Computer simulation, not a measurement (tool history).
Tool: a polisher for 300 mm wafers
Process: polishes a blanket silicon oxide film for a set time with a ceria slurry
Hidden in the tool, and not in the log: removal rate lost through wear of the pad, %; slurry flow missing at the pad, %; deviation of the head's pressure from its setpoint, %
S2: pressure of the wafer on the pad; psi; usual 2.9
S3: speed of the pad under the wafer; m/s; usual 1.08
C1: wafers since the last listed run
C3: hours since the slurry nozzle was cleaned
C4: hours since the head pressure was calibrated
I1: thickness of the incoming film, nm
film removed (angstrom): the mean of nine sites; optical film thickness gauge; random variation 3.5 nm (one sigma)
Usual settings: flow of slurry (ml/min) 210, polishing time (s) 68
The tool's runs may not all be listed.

Run 1, day 0: usual settings but polishing time (s) 56; C1 0; wafers polished on this pad 567; C3 622.2; C4 545.8; I1 1706.4. Result: film removed (angstrom) 3119.
Run 2, day 1.417: usual settings but polishing time (s) 56; C1 197; wafers polished on this pad 764; C3 656.2; C4 579.8; I1 1702.1. Result: film removed (angstrom) 3167.
Run 3, day 2.383: usual settings but S2 2.3 psi, S3 1.26 m/s; C1 134; wafers polished on this pad 899; C3 679.4; C4 603; I1 1666.7. Result: film removed (angstrom) 3516.
Run 4, day 2.921: usual settings; C1 75; wafers polished on this pad 974; C3 692.3; C4 615.9; I1 1720.9. Result: film removed (angstrom) 3779.
Run 5, day 3.658: usual settings; C1 102; wafers polished on this pad 1077; C3 710; C4 633.6; I1 1723.7. Result: film removed (angstrom) 3826.
At day 5.575: worn pad replaced by a new one, of another model than before.
At day 5.658: slurry nozzle cleaned.
Run 6, day 6.796: usual settings; C1 408; wafers polished on this pad 164; C3 27.3; C4 708.9; I1 1708.8. Result: film removed (angstrom) 3761.
Run 7, day 9.1: usual settings; C1 321; wafers polished on this pad 486; C3 82.6; C4 764.2; I1 1726.5. Result: film removed (angstrom) 3811.
Run 8, day 9.604: usual settings; C1 70; wafers polished on this pad 556; C3 94.7; C4 776.3; I1 1716.4. Result: film removed (angstrom) 3761.
Run 9, day 10.958: usual settings; C1 189; wafers polished on this pad 745; C3 127.2; C4 808.8; I1 1697.1. Result: film removed (angstrom) 3746.
Run 10, day 12.067: usual settings but S2 2 psi, S3 0.92 m/s, polishing time (s) 46; C1 154; wafers polished on this pad 900; C3 153.8; C4 835.4; I1 1690.1. Result: film removed (angstrom) 1989.
At day 12.258: head pressure recalibrated.
Run 11, day 12.792: usual settings; C1 89; wafers polished on this pad 989; C3 171.2; C4 12.8; I1 1690.8. Result: film removed (angstrom) 3487.
At day 13.408: worn pad replaced by a new one.
Run 12, day 13.471: usual settings but S3 1.32 m/s, polishing time (s) 79; C1 71; wafers polished on this pad 8; C3 187.5; C4 29.1; I1 1688. Result: film removed (angstrom) 4455.
Run 13, day 14.071: usual settings but polishing time (s) 52; C1 83; wafers polished on this pad 92; C3 201.9; C4 43.5; I1 1713.5. Result: film removed (angstrom) 2707.
Run 14, day 14.842: usual settings but S2 2.2 psi; C1 107; wafers polished on this pad 199; C3 220.4; C4 62; I1 1688.6. Result: film removed (angstrom) 3036.
Run 15, day 15.342: usual settings but flow of slurry (ml/min) 155, S2 2.3 psi, S3 0.98 m/s, polishing time (s) 76; C1 69; wafers polished on this pad 269; C3 232.4; C4 74; I1 1681.9. Result: film removed (angstrom) 3117.
Run 16, day 16.338: usual settings but S2 2.2 psi, polishing time (s) 82; C1 138; wafers polished on this pad 408; C3 256.3; C4 97.9; I1 1666.2. Result: film removed (angstrom) 3725.

Forecast each of these 4 alternatives for the next run:
Run A, day 16.354: usual settings but flow of slurry (ml/min) 140; C1 2; wafers polished on this pad 411; C3 256.7; C4 98.3; I1 1718.2. Result: film removed (angstrom) ?.
Run B, day 16.354: usual settings but S3 1.42 m/s; C1 2; wafers polished on this pad 411; C3 256.7; C4 98.3; I1 1718.2. Result: film removed (angstrom) ?.
Run C, day 16.354: usual settings but flow of slurry (ml/min) 265; C1 2; wafers polished on this pad 411; C3 256.7; C4 98.3; I1 1718.2. Result: film removed (angstrom) ?.
Run D, day 16.354: usual settings but S2 3.3 psi, S3 1.4 m/s, polishing time (s) 79; C1 2; wafers polished on this pad 411; C3 256.7; C4 98.3; I1 1718.2. Result: film removed (angstrom) ?.

run  film removed (angstrom)
  A                     3170
  B                     3994
  C                     3710
  D                     4980
Without the tool's hidden state the same runs would have given:
run  film removed (angstrom)
  A                     3182
  B                     4009
  C                     3725
  D                     4999
